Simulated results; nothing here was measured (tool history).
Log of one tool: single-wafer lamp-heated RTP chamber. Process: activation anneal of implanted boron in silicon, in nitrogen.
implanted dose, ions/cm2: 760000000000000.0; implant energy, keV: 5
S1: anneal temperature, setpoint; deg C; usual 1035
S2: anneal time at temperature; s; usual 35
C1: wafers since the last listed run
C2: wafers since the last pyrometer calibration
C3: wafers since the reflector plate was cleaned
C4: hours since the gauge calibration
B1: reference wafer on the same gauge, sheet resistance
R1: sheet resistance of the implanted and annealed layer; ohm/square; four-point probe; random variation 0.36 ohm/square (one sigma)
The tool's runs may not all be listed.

run,hour,S1,S2,C1,C2,C3,C4,B1,R1
1,0.0,1035,35,0,1007,5331,1428.8,191.01,162.62
2,75.1,1035,35,698,1705,6029,1503.9,191.00,161.79
# hour 122.7: reflector plate cleaned
3,180.4,1035,35,904,2610,536,1609.2,191.05,163.54
4,219.6,1035,35,364,2975,901,1648.4,191.03,163.31
5,285.7,1035,35,614,3590,1515,1714.5,190.94,162.13
6,380.3,1049,20,879,4469,2395,1809.1,190.99,162.65
# hour 389.0: pyrometer window cleaned and pyrometer calibrated
7,475.7,1049,20,812,806,3208,1904.5,191.04,164.59
8,578.1,1035,35,952,1758,4160,2006.9,191.03,162.33
9,623.9,1035,35,425,2184,4586,2052.7,190.94,161.92
10,726.6,1016,35,955,3139,5541,2155.4,191.05,167.24
11,808.4,1016,35,760,3900,6302,2237.2,191.02,165.97
# hour 831.4: pyrometer window cleaned and pyrometer calibrated
12,849.7,1051,35,309,170,6612,2278.5,191.08,157.93
# hour 896.7: reflector plate cleaned
13,919.4,1035,35,573,744,211,2348.2,191.00,163.77
14,966.5,1035,35,438,1182,649,2395.3,190.99,163.82
15,1015.4,1012,24,454,1636,1104,2444.2,191.03,175.36
16,1065.2,1035,35,463,2100,1567,2494.0,191.00,162.01
17,1170.6,1035,35,980,3080,2547,2599.4,191.00,161.85
18,1241.0,1064,49,654,3734,3202,2669.8,190.92,152.50
19,1281.6,1050,15,377,4112,3579,2710.4,191.05,163.46
# hour 1313.6: pyrometer window cleaned and pyrometer calibrated
20,1329.8,1027,55,373,150,3953,2758.6,191.03,162.10
21,1426.7,1035,35,901,1051,4854,2855.5,190.96,162.33
22,1499.6,1035,35,677,1729,5532,2928.4,190.96,161.75
# hour 1584.0: gauge calibrated
23,1603.2,1035,49,963,2692,6496,19.2,190.94,157.03

The next listed run, before its measurement:
# hour 1710.2: reflector plate cleaned
24,1754.1,1014,14,1328,4021,408,170.1,?,?

B1: 190.96
R1: 179.21 ohm/square
Without the tool's hidden state the same run would have given R1 184.44 ohm/square.
